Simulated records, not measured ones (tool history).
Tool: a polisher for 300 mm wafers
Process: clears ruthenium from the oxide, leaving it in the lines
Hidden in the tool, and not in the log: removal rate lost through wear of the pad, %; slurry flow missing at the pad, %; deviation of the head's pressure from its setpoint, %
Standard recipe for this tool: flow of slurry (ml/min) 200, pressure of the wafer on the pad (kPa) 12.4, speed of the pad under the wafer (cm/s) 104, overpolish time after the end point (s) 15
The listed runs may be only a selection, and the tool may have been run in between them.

run	day	flow of slurry (ml/min)	pressure of the wafer on the pad (kPa)	speed of the pad under the wafer (cm/s)	overpolish time after the end point (s)	wafers since the last listed run	wafers polished on this pad	hours since the slurry nozzle was cleaned	hours since the head pressure was calibrated	incoming thickness of the incoming film, nm	time until the end point was called (s)
1	0	200	12.4	104	15	0	1221	146.2	1104.2	105.5	102.7
# day 0.271: worn pad replaced by a new one
2	2.692	200	12.4	104	15	512	491	210.8	1168.8	103.3	98
3	3.7	200	12.4	104	15	204	696	235	1193	107.2	102.5
4	4.75	200	12.4	104	10	213	909	260.2	1218.2	105.5	103.8
5	6.046	200	12.4	104	10	263	1172	291.3	1249.3	105.4	102.2
# day 6.438: worn pad replaced by a new one
6	7.138	200	12.4	104	15	187	142	317.5	1275.5	107	97.9
7	9.508	200	12.4	104	15	481	623	374.4	1332.4	105.3	99.6
# day 11.142: head pressure recalibrated
8	11.375	200	12.4	104	15	362	985	419.2	5.6	105.9	105.1
# day 12.071: worn pad replaced by a new one
9	13.517	245	14.5	124	15	400	293	470.6	57	103.2	70.2
10	15.917	200	12.4	104	15	487	781	528.2	114.6	104.9	104.1
11	18.683	200	12.4	104	15	561	1342	594.6	181	106.8	105.7
# day 18.771: slurry nozzle cleaned
# day 19.279: worn pad replaced by a new one
12	20.967	200	14.5	92	15	421	342	52.7	235.8	103.7	95.4
13	23.129	160	12.4	104	20	439	781	104.6	287.7	105.5	106
14	25.208	200	12.4	104	15	422	1203	154.5	337.6	104.5	103.6
# day 26.333: worn pad replaced by a new one
15	27.333	265	12.4	130	22	397	202	205.5	388.6	105.1	75.9
16	30.146	200	12.4	114	8	570	773	273	456.1	106	93.4
17	31.367	220	12.4	104	15	247	1021	302.3	485.4	105	102.5

How the hidden state differs across the entries between the runs, from the last listed run before each to the first after it:
Run 1 -> run 2: worn pad replaced by a new one (day 0.271)
  removal rate lost through wear of the pad, %: 9.36 -> 6.58
  measured result minus the result with no hidden state, time until the end point was called (s): +9.6 -> +6.5
Run 5 -> run 6: worn pad replaced by a new one (day 6.438)
  removal rate lost through wear of the pad, %: 8.89 -> 3.15
  measured result minus the result with no hidden state, time until the end point was called (s): +9.1 -> +3.1
Run 7 -> run 8: head pressure recalibrated (day 11.142)
  removal rate lost through wear of the pad, %: 7.6 -> 8.85
  measured result minus the result with no hidden state, time until the end point was called (s): +7.6 -> +9.3
Run 8 -> run 9: worn pad replaced by a new one (day 12.071)
  removal rate lost through wear of the pad, %: 8.85 -> 6.06
  measured result minus the result with no hidden state, time until the end point was called (s): +9.3 -> +4.2
Run 11 -> run 12: slurry nozzle cleaned (day 18.771); worn pad replaced by a new one (day 19.279)
  removal rate lost through wear of the pad, %: 10.3 -> 5.84
  measured result minus the result with no hidden state, time until the end point was called (s): +10.9 -> +5.6
Run 14 -> run 15: worn pad replaced by a new one (day 26.333)
  removal rate lost through wear of the pad, %: 9.4 -> 3.56
  measured result minus the result with no hidden state, time until the end point was called (s): +9.7 -> +2.7

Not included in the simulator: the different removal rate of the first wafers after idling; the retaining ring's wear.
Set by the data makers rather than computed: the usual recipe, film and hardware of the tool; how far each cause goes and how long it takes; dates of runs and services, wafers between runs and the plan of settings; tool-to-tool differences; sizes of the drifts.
